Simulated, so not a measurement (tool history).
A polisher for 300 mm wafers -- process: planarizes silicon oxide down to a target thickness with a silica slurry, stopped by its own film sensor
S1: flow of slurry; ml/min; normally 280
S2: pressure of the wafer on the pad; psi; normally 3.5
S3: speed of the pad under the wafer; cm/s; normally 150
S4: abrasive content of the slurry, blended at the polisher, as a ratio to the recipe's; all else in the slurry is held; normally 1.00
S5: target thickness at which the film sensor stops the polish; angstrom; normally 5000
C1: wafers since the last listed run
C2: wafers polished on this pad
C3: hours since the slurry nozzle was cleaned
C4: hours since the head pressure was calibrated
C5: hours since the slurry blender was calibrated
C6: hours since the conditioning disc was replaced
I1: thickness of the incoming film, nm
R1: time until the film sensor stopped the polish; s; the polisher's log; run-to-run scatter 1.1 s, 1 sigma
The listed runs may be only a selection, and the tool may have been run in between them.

run   hour   S1   S2   S3    S4    S5   C1   C2     C3     C4     C5     C6     I1     R1
  1    0.0  280  3.5  150  1.00  5000    0  179  650.4  174.7   92.0   35.0  928.8  110.0
  2   11.8  330  3.5  150  1.00  5000   67  247  662.2  186.5  103.8   46.8  918.1  108.9
  3   23.5  280  3.5  150  1.00  5000   67  314  673.9  198.2  115.5   58.5  921.6  110.7
  4   41.2  280  3.5  150  1.00  5000  101  416  691.6  215.9  133.2   76.2  926.5  114.1
  5   48.2  280  3.5  150  1.00  5000   40  456  698.6  222.9  140.2   83.2  934.1  115.2
  6   54.2  280  3.5  112  1.00  5000   34  490  704.6  228.9  146.2   89.2  921.5  140.6
  7   85.6  280  3.5  112  1.00  5000  180  670  736.0  260.3  177.6  120.6  931.6  147.3
  8   95.6  280  3.5  112  1.00  5000   57  727  746.0  270.3  187.6  130.6  941.2  146.3
  9  105.5  280  3.8  150  1.00  5000   56  784  755.9  280.2  197.5  140.5  943.4  111.1
 10  121.0  280  3.8  150  1.00  5000   88  873  771.4  295.7  213.0  156.0  928.8  110.6
     129.7  -- slurry nozzle cleaned
 11  138.2  280  3.8  150  1.00  5000   92  966    8.5  312.9  230.2  173.2  947.0  116.1
     156.4  -- worn pad replaced by a new one
 12  156.9  280  2.9  110  1.10  4170   84    3   27.2  331.6  248.9  191.9  919.7  174.7
 13  160.0  280  3.5  150  1.00  5000   17   20   30.3  334.7  252.0  195.0  938.3  110.5
 14  175.4  280  3.9  150  1.00  6050   88  109   45.7  350.1  267.4  210.4  936.4   77.3
 15  184.3  205  3.5  150  1.20  5000   51  160   54.6  359.0  276.3  219.3  932.5  107.4
     196.7  -- head pressure recalibrated
     202.3  -- conditioning disc replaced and pad reconditioned
 16  202.8  280  3.5  150  1.15  5660   83  243   73.1    6.1  294.8    0.5  931.5   90.9
 17  208.7  280  3.5  150  1.00  5000   33  277   79.0   12.0  300.7    6.4  937.4  114.6
 18  216.3  235  3.5  134  1.10  3700   43  320   86.6   19.6  308.3   14.0  921.8  152.9
     221.2  -- slurry blender recalibrated
 19  226.0  280  3.5  150  1.00  5000   44  364   96.3   29.3    4.8   23.7  929.4  113.2
 20  235.0  280  3.5  174  1.10  3730   51  416  105.3   38.3   13.8   32.7  925.8  125.1
 21  250.8  280  3.5  188  1.30  5440   90  506  121.1   54.1   29.6   48.5  918.6   75.2
 22  267.5  255  4.0  186  1.00  5000   95  602  137.8   70.8   46.3   65.2  919.8   85.8
 23  284.8  280  3.5  172  0.75  5000   99  701  155.1   88.1   63.6   82.5  940.9  119.9

Per-run results on a tool with no hidden state, each run keeping its own random variation:
Hidden conditions of the tool in this case: removal rate lost through wear of the pad, %; slurry flow missing at the pad, %; deviation of the head's pressure from its setpoint, %; abrasive missing from the slurry, %; time polished since the conditioner stopped cutting, s.
run     R1
  1  105.2
  2  103.3
  3  104.1
  4  106.4
  5  107.2
  6  130.6
  7  135.7
  8  134.6
  9  102.1
 10  101.5
 11  106.3
 12  174.3
 13  109.7
 14   75.4
 15  103.9
 16   86.7
 17  108.8
 18  144.7
 19  106.6
 20  117.4
 21   70.2
 22   79.8
 23  111.2
